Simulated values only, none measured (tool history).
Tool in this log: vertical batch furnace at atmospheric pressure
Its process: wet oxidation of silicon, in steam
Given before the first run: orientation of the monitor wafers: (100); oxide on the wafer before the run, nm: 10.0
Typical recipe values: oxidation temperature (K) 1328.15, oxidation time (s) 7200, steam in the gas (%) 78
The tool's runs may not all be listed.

| run | hour | oxidation temperature (K) | oxidation time (s) | steam in the gas (%) | wafers since the last listed run | hours since the last temperature calibration | hours since the steam generator was serviced | hours since the gauge calibration | read-back reference wafer on the same gauge, thickness | oxide thickness on the monitor wafer (Å) |
|---|---|---|---|---|---|---|---|---|---|---|
| 1 | 0.0 | 1328.15 | 7200 | 78 | 0 | 4223.8 | 2648.7 | 228.2 | 642.71 | 7599.3 |
| 2 | 25.1 | 1328.15 | 7200 | 78 | 240 | 4248.9 | 2673.8 | 253.3 | 642.88 | 7599.7 |
| 3 | 43.8 | 1328.15 | 7200 | 78 | 178 | 4267.6 | 2692.5 | 272.0 | 642.94 | 7583.4 |
| 4 | 76.8 | 1328.15 | 7200 | 78 | 315 | 4300.6 | 2725.5 | 305.0 | 642.91 | 7581.6 |
| 5 | 91.0 | 1348.15 | 7200 | 78 | 135 | 4314.8 | 2739.7 | 319.2 | 642.85 | 8255.4 |
| 6 | 123.8 | 1348.15 | 7200 | 78 | 313 | 4347.6 | 2772.5 | 352.0 | 643.04 | 8272.3 |
| 7 | 149.5 | 1348.15 | 7200 | 78 | 245 | 4373.3 | 2798.2 | 377.7 | 642.70 | 8254.1 |
|  | 244.5 | steam generator serviced |
|  | 264.9 | thermocouples replaced and temperature profile calibrated |
| 8 | 265.4 | 1328.15 | 7200 | 78 | 683 | 0.5 | 20.9 | 493.6 | 642.88 | 7388.4 |
| 9 | 271.7 | 1328.15 | 7200 | 78 | 60 | 6.8 | 27.2 | 499.9 | 643.10 | 7384.2 |
| 10 | 278.0 | 1339.15 | 7200 | 81 | 60 | 13.1 | 33.5 | 506.2 | 643.19 | 7934.1 |
| 11 | 298.8 | 1328.15 | 7200 | 78 | 198 | 33.9 | 54.3 | 527.0 | 642.57 | 7380.9 |
| 12 | 316.3 | 1311.15 | 9570 | 90 | 167 | 51.4 | 71.8 | 544.5 | 643.12 | 8776.5 |
|  | 364.9 | steam generator serviced, repeated, since the last time left the tool worse |
| 13 | 365.4 | 1328.15 | 7200 | 78 | 240 | 100.5 | 0.5 | 593.6 | 642.80 | 7822.1 |
| 14 | 380.4 | 1341.15 | 9060 | 86 | 143 | 115.5 | 15.5 | 608.6 | 643.04 | 9955.5 |
|  | 382.3 | gauge calibrated |
| 15 | 393.6 | 1339.15 | 9570 | 81 | 126 | 128.7 | 28.7 | 11.3 | 642.91 | 9846.3 |
| 16 | 407.0 | 1350.15 | 7200 | 88 | 128 | 142.1 | 42.1 | 24.7 | 642.74 | 9226.4 |
| 17 | 421.1 | 1348.15 | 7200 | 78 | 134 | 156.2 | 56.2 | 38.8 | 642.98 | 8553.1 |
| 18 | 446.0 | 1338.15 | 4590 | 68 | 238 | 181.1 | 81.1 | 63.7 | 643.11 | 5831.4 |
| 19 | 551.6 | 1351.15 | 7200 | 81 | 1010 | 286.7 | 186.7 | 169.3 | 642.88 | 8791.1 |

Run by run, hidden condition taken away, random variation retained:
What the log doesn't record here: true tube temperature minus thermocouple reading, K; steam share off its setpoint, % of the setpoint; gauge reads high (%).
| run | oxide thickness on the monitor wafer (Å) |
|---|---|
| 1 | 7873.2 |
| 2 | 7878.6 |
| 3 | 7865.5 |
| 4 | 7870.3 |
| 5 | 8563.3 |
| 6 | 8588.0 |
| 7 | 8574.9 |
| 8 | 7872.3 |
| 9 | 7867.7 |
| 10 | 8443.3 |
| 11 | 7864.4 |
| 12 | 9351.4 |
| 13 | 7857.2 |
| 14 | 9998.6 |
| 15 | 9889.0 |
| 16 | 9266.3 |
| 17 | 8590.4 |
| 18 | 5858.3 |
| 19 | 8830.5 |
